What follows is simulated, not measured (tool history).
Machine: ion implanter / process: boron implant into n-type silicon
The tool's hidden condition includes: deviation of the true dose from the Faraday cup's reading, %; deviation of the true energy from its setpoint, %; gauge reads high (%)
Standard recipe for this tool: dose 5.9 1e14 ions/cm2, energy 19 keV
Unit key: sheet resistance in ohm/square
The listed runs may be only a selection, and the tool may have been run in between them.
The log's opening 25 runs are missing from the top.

run,hour,dose,energy,wafers since the last listed run,hours since the last dose calibration,hours since the extraction supply was calibrated,hours since the gauge calibration,"read-back reference wafer on the same gauge, sheet resistance",sheet resistance
# hour 638.3: extraction supply calibrated
26,668.2,5.9,19,710,278.7,29.9,194.5,175.93,219.82
27,681.5,5.9,13.5,292,292,43.2,207.8,175.99,223.84
28,701.8,4.2,20.5,446,312.3,63.5,228.1,176.03,286.11
29,733.3,7.31,14.5,692,343.8,95,259.6,176.05,189.3
30,746.8,4.2,15.5,296,357.3,108.5,273.1,175.97,291.6
31,763.6,4.35,17,369,374.1,125.3,289.9,176.01,283.16
32,786.4,7.13,25,501,396.9,148.1,312.7,175.96,185.94
33,814.5,5.9,19,618,425,176.2,340.8,176.04,219.7

Forecast each of these 4 alternatives for the next run:
A,814.9,5.9,19,8,425.4,176.6,341.2,?,?
B,814.9,4.5,15,8,425.4,176.6,341.2,?,?
C,814.9,5.17,13,8,425.4,176.6,341.2,?,?
D,814.9,6.73,21,8,425.4,176.6,341.2,?,?

run,"read-back reference wafer on the same gauge, sheet resistance",sheet resistance
A,175.99,219.17
B,175.99,275.84
C,175.99,248.68
D,175.99,195.9
Stripped of hidden state, with their random variation kept, the same runs would have yielded:
run,sheet resistance
A,217.73
B,274.03
C,247.05
D,194.6
